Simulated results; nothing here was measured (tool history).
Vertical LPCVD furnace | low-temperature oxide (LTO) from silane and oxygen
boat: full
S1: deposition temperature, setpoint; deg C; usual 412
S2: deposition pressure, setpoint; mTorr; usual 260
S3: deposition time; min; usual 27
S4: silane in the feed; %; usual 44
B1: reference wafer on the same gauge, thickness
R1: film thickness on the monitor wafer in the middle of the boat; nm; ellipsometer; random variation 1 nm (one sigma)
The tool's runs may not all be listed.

| run | day | S1 | S2 | S3 | S4 | B1 | R1 |
|---|---|---|---|---|---|---|---|
| 1 | 0 | 412 | 260 | 27 | 44 | 374.7 | 369.1 |
| 2 | 1.496 | 412 | 260 | 27 | 44 | 375.24 | 370.05 |
| 3 | 2.817 | 412 | 260 | 27 | 44 | 375.06 | 371.17 |
| 4 | 3.921 | 412 | 260 | 27 | 44 | 374.87 | 370.97 |
| 5 | 9.121 | 412 | 260 | 27 | 44 | 375.11 | 372.02 |
| 6 | 12.029 | 412 | 260 | 27 | 44 | 374.95 | 372.95 |
| 7 | 14.642 | 412 | 260 | 27 | 44 | 375.03 | 371.79 |
| 8 | 17.525 | 412 | 260 | 27 | 44 | 375.01 | 374.48 |
| 9 | 20.196 | 412 | 260 | 27 | 44 | 375.03 | 375.35 |
| 10 | 22.421 | 412 | 260 | 27 | 44 | 375.19 | 375.24 |
| 11 | 25.238 | 412 | 260 | 27 | 40 | 374.87 | 339.78 |
|  | 26.867 | silane flow controller replaced |
| 12 | 26.888 | 412 | 260 | 27 | 40 | 374.92 | 339.17 |
| 13 | 28.288 | 412 | 260 | 27 | 40 | 374.87 | 338.83 |
| 14 | 29.975 | 418 | 300 | 27 | 46 | 375.01 | 477.57 |
| 15 | 32.017 | 412 | 210 | 34 | 44 | 375 | 387.95 |
|  | 34.004 | thermocouples replaced and temperature profile calibrated |
| 16 | 34.025 | 418 | 300 | 27 | 46 | 374.89 | 464.07 |
| 17 | 36.183 | 402 | 280 | 27 | 44 | 374.95 | 349.92 |
| 18 | 38.029 | 418 | 205 | 27 | 48 | 374.84 | 331.63 |
| 19 | 39.838 | 417 | 280 | 31.5 | 40 | 375.2 | 433.79 |
| 20 | 41.029 | 400 | 260 | 27 | 44 | 374.98 | 320.8 |
|  | 42.679 | gauge calibrated |
|  | 42.758 | pressure gauge zeroed |
| 21 | 43.183 | 421 | 300 | 23.5 | 49 | 374.78 | 419.37 |
| 22 | 44.362 | 412 | 260 | 27 | 44 | 375.05 | 348.75 |
| 23 | 51.088 | 412 | 260 | 27 | 44 | 375.17 | 350.17 |
| 24 | 54.083 | 412 | 260 | 27 | 44 | 375.07 | 350.87 |
| 25 | 56.596 | 412 | 260 | 22 | 44 | 375.01 | 288.19 |
| 26 | 58.833 | 404 | 205 | 30.5 | 41 | 375.01 | 268.13 |

3 ways to go on from here, each from the tool as it stands after run 26. What would each give?
| A | 58.975 | 412 | 295 | 27 | 44 | ? | ? |
| B | 58.975 | 402 | 290 | 27 | 44 | ? | ? |
| C | 58.975 | 412 | 260 | 27 | 50 | ? | ? |

| run | B1 | R1 |
|---|---|---|
| A | 374.94 | 401.26 |
| B | 374.94 | 355.63 |
| C | 374.94 | 397.32 |
Without the tool's hidden state the same runs would have given:
| run | R1 |
|---|---|
| A | 395.62 |
| B | 350.51 |
| C | 391.28 |
